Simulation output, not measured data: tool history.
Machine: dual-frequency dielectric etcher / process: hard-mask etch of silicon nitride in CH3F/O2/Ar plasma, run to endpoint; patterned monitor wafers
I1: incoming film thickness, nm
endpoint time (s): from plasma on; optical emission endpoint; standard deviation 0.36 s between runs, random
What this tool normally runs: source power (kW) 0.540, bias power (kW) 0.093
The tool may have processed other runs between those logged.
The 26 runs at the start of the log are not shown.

Run 27, hour 1306.5: usual settings; I1 31.82. Result: endpoint time (s) 38.8.
Run 28, hour 1346.9: usual settings but source power (kW) 0.580, bias power (kW) 0.081; I1 32.02. Result: endpoint time (s) 39.2.
At hour 1408.5: wet clean of the chamber.
Run 29, hour 1409.0: usual settings but bias power (kW) 0.079; I1 31.80. Result: endpoint time (s) 42.7.
Run 30, hour 1460.4: usual settings but source power (kW) 0.580; I1 31.80. Result: endpoint time (s) 38.0.
Run 31, hour 1493.7: usual settings; I1 31.97. Result: endpoint time (s) 39.7.
Run 32, hour 1563.5: usual settings but bias power (kW) 0.107; I1 31.68. Result: endpoint time (s) 36.9.
Run 33, hour 1605.2: usual settings but source power (kW) 0.420, bias power (kW) 0.074; I1 32.07. Result: endpoint time (s) 48.0.
Run 34, hour 1635.1: usual settings but source power (kW) 0.580, bias power (kW) 0.073; I1 31.93. Result: endpoint time (s) 41.8.

Predict the results of run 35:
Run 35, hour 1665.8: usual settings but source power (kW) 0.620, bias power (kW) 0.087; I1 32.04. Result: endpoint time (s) ?.

endpoint time (s): 38.2
Minus the tool's unlogged condition, the same run would have read endpoint time (s) 39.7.
